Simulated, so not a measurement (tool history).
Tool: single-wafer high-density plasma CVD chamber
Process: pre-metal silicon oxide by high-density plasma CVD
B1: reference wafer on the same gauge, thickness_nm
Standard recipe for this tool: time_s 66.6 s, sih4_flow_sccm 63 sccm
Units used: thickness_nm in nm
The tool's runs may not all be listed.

Run 1, hour 0.0: usual settings; B1 361.995. Result: thickness_nm 367.904 nm.
Run 2, hour 32.2: usual settings; B1 362.211. Result: thickness_nm 368.138 nm.
Run 3, hour 50.6: usual settings; B1 361.973. Result: thickness_nm 367.833 nm.
Run 4, hour 66.3: usual settings; B1 361.953. Result: thickness_nm 369.180 nm.
Run 5, hour 82.2: usual settings; B1 362.057. Result: thickness_nm 368.222 nm.
Run 6, hour 110.9: usual settings; B1 361.898. Result: thickness_nm 367.115 nm.
Run 7, hour 130.7: usual settings; B1 361.895. Result: thickness_nm 367.699 nm.
Run 8, hour 148.3: usual settings; B1 362.039. Result: thickness_nm 367.003 nm.
Run 9, hour 162.2: usual settings but time_s 72.3 s; B1 361.898. Result: thickness_nm 398.168 nm.
Run 10, hour 195.3: usual settings but time_s 72.3 s; B1 361.894. Result: thickness_nm 399.458 nm.
Run 11, hour 228.7: usual settings but time_s 72.3 s; B1 362.162. Result: thickness_nm 398.998 nm.
At hour 252.4: silane flow controller replaced.
Run 12, hour 264.2: usual settings but time_s 58.2 s; B1 362.104. Result: thickness_nm 335.318 nm.
Run 13, hour 288.7: usual settings but time_s 54.3 s, sih4_flow_sccm 54 sccm; B1 361.889. Result: thickness_nm 275.626 nm.
Run 14, hour 305.3: usual settings; B1 361.877. Result: thickness_nm 384.150 nm.
Run 15, hour 319.6: usual settings; B1 361.992. Result: thickness_nm 384.684 nm.
Run 16, hour 343.8: usual settings but time_s 56.7 s, sih4_flow_sccm 75 sccm; B1 362.068. Result: thickness_nm 380.588 nm.
At hour 362.1: gauge calibrated.
Run 17, hour 371.5: usual settings; B1 361.917. Result: thickness_nm 384.560 nm.
Run 18, hour 399.2: usual settings but time_s 75.7 s, sih4_flow_sccm 52 sccm; B1 362.166. Result: thickness_nm 371.104 nm.
Run 19, hour 420.3: usual settings but sih4_flow_sccm 74 sccm; B1 361.884. Result: thickness_nm 442.307 nm.
Run 20, hour 451.2: usual settings but time_s 75.6 s; B1 361.872. Result: thickness_nm 436.015 nm.
Run 21, hour 487.2: usual settings but time_s 77.4 s, sih4_flow_sccm 52 sccm; B1 362.094. Result: thickness_nm 379.685 nm.
Run 22, hour 504.0: usual settings but time_s 60.7 s, sih4_flow_sccm 58 sccm; B1 362.100. Result: thickness_nm 327.517 nm.
Run 23, hour 532.4: usual settings; B1 362.031. Result: thickness_nm 384.579 nm.

Below are 4 alternative next runs, each starting from the tool's condition after run 23. Predict each:
Run A, hour 532.8: usual settings; B1 ?. Result: thickness_nm ?.
Run B, hour 532.8: usual settings but time_s 60.9 s, sih4_flow_sccm 55 sccm; B1 ?. Result: thickness_nm ?.
Run C, hour 532.8: usual settings but time_s 73.6 s, sih4_flow_sccm 55 sccm; B1 ?. Result: thickness_nm ?.
Run D, hour 532.8: usual settings but time_s 61.4 s, sih4_flow_sccm 53 sccm; B1 ?. Result: thickness_nm ?.

run       B1  thickness_nm
  A  362.117       385.778
  B  362.117       314.457
  C  362.117       380.033
  D  362.117       307.384
Take away the tool's hidden state, keep each run's random variation, and the runs would have read:
run  thickness_nm
  A       386.196
  B       314.797
  C       380.444
  D       307.716
